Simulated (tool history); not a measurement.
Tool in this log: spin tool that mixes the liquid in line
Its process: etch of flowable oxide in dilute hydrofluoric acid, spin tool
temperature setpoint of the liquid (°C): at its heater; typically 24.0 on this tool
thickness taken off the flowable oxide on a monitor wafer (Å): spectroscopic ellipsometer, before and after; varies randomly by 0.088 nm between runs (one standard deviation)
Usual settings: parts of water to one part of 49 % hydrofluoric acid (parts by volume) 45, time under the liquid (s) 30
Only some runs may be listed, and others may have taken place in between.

run,hour,temperature setpoint of the liquid (°C),parts of water to one part of 49 % hydrofluoric acid (parts by volume),time under the liquid (s),wafers since the last listed run,hours since the thermometer was replaced,hours since the hydrofluoric acid flow meter was replaced,hours since the gauge calibration,"read-back film thickness of the flowable oxide reference wafer, read on the same gauge (nm)",thickness taken off the flowable oxide on a monitor wafer (Å)
1,0.0,24.0,45,30,0,1339.6,651.8,176.8,40.00,253.4
2,9.0,24.0,45,30,157,1348.6,660.8,185.8,40.00,254.1
3,16.7,24.0,45,30,134,1356.3,668.5,193.5,39.99,255.2
4,48.0,24.0,45,30,547,1387.6,699.8,224.8,40.00,252.8
5,54.5,24.0,35,30,113,1394.1,706.3,231.3,40.03,329.7
6,65.0,24.0,45,30,183,1404.6,716.8,241.8,40.00,250.8
7,74.2,24.0,45,30,160,1413.8,726.0,251.0,39.99,252.0
8,91.0,27.0,45,45,293,1430.6,742.8,267.8,40.00,425.0
9,97.4,27.0,45,45,111,1437.0,749.2,274.2,40.00,424.9
10,114.0,24.0,45,30,290,1453.6,765.8,290.8,40.00,251.5
11,121.5,24.0,45,30,131,1461.1,773.3,298.3,40.01,251.1
12,136.6,24.0,45,30,264,1476.2,788.4,313.4,40.02,250.8
# hour 166.1: gauge calibrated
13,183.4,21.5,45,35,818,1523.0,835.2,17.3,40.02,262.7
14,193.0,21.0,30,30,167,1532.6,844.8,26.9,40.00,338.2
15,202.5,27.0,45,45,166,1542.1,854.3,36.4,40.00,421.6
# hour 213.9: thermometer replaced
16,214.6,22.0,55,40,194,0.7,866.4,48.5,39.99,222.9
17,223.4,24.0,45,30,153,9.5,875.2,57.3,40.00,223.9
18,229.8,24.0,45,30,111,15.9,881.6,63.7,39.98,224.6
# hour 238.6: hydrofluoric acid flow meter replaced
19,241.2,24.0,45,30,181,27.3,2.6,75.1,40.01,253.3
20,254.0,24.0,50,30,223,40.1,15.4,87.9,40.01,225.0
21,264.8,19.5,35,35,188,50.9,26.2,98.7,40.02,315.7
22,278.7,24.0,45,35,243,64.8,40.1,112.6,39.99,294.7
23,288.0,24.0,35,50,162,74.1,49.4,121.9,39.97,546.9
24,303.7,22.0,45,40,274,89.8,65.1,137.6,39.99,309.5
25,320.4,27.0,35,15,291,106.5,81.8,154.3,39.99,185.9

What was the tool's hidden state at every run in the log?
gauge reads high (%): 0 at every run
H1: liquid hotter than its thermometer reads (K)
H2: hydrofluoric acid flow below the setpoint (%)
run,H1,H2
1,2.5,8.38
2,2.52,8.49
3,2.53,8.58
4,2.58,8.95
5,2.6,9.02
6,2.61,9.15
7,2.63,9.26
8,2.66,9.45
9,2.67,9.53
10,2.7,9.73
11,2.71,9.81
12,2.74,9.99
13,2.82,10.5
14,2.84,10.7
15,2.86,10.8
16,0.234,10.9
17,0.25,11
18,0.261,11.1
19,0.281,0.707
20,0.303,0.858
21,0.322,0.985
22,0.346,1.15
23,0.363,1.26
24,0.39,1.44
25,0.419,1.64
